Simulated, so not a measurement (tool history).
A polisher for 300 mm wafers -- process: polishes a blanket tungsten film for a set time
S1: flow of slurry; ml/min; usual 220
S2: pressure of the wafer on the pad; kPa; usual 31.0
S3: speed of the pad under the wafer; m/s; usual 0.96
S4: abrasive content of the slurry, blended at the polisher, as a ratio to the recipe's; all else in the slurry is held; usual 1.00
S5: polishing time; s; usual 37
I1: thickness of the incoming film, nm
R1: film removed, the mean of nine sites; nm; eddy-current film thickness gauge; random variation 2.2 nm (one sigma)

run   hour   S1    S2    S3    S4  S5     I1     R1
  1    0.0  220  31.0  0.96  1.00  37  617.4  181.4
      18.6  -- head pressure recalibrated
  2   31.7  220  31.0  0.96  1.00  37  619.4  180.6
      69.8  -- slurry nozzle cleaned
  3  107.9  220  31.0  0.96  0.85  37  620.6  173.4
     116.4  -- slurry tank refilled with fresh slurry and peroxide
  4  128.5  220  31.0  0.96  1.00  37  613.9  183.0
     136.9  -- slurry blender recalibrated, repeated, since the last time left the tool worse
  5  151.4  195  25.5  0.96  1.10  48  620.9  220.5
  6  168.7  220  31.0  0.96  1.00  37  619.5  209.6
  7  182.6  220  31.0  0.96  1.00  37  615.2  206.8
     192.2  -- worn pad replaced by a new one
  8  204.3  155  31.0  0.96  0.80  37  617.7  185.8
  9  237.4  270  26.9  0.96  1.00  37  616.9  185.7
 10  260.0  185  31.0  0.78  1.00  42  629.8  201.3
 11  284.1  220  31.0  0.96  0.90  37  631.2  203.3
 12  314.9  220  37.9  0.70  1.25  28  612.2  164.0
     341.0  -- slurry tank refilled with fresh slurry and peroxide
 13  346.6  220  31.0  0.96  1.00  37  617.3  203.2
     358.6  -- slurry nozzle cleaned
 14  374.4  255  26.9  0.96  0.80  50  620.4  223.5
     397.9  -- worn pad replaced by a new one
 15  405.5  220  31.0  0.96  1.30  37  620.3  213.9
 16  437.2  220  31.0  0.96  1.00  37  609.6  200.6
 17  462.7  220  35.9  0.96  1.00  50  632.7  300.2
 18  489.8  220  26.2  0.96  0.80  47  617.4  198.3
     496.9  -- slurry blender recalibrated
 19  508.5  255  20.7  0.72  1.00  28  623.3   88.4
 20  528.0  220  31.0  0.96  1.00  46  618.5  259.6
 21  551.4  265  35.2  0.96  0.85  30  623.9  188.9
 22  569.5  270  26.9  0.96  1.00  37  623.3  185.9
     589.8  -- slurry tank refilled with fresh slurry and peroxide
     598.0  -- worn pad replaced by a new one
 23  602.0  190  31.0  0.96  1.00  37  623.9  200.9
 24  627.7  220  31.0  0.96  1.00  44  613.6  245.7
 25  644.7  220  31.0  0.96  1.00  37  624.0  208.8

Here are 5 independent what-if runs from the current tool condition. What would each one return?
  A  645.1  220  31.0  0.96  1.00  37  619.3   ?
  B  645.1  220  31.0  0.96  1.25  24  619.3   ?
  C  645.1  270  39.3  1.08  1.00  37  619.3   ?
  D  645.1  220  31.0  0.82  0.70  44  619.3   ?
  E  645.1  220  33.8  0.96  0.85  44  619.3   ?

run     R1
  A  204.8
  B  140.5
  C  287.8
  D  201.5
  E  254.8
Take away the tool's hidden state, keep each run's random variation, and the runs would have read:
run     R1
  A  207.0
  B  142.0
  C  290.9
  D  203.6
  E  257.5
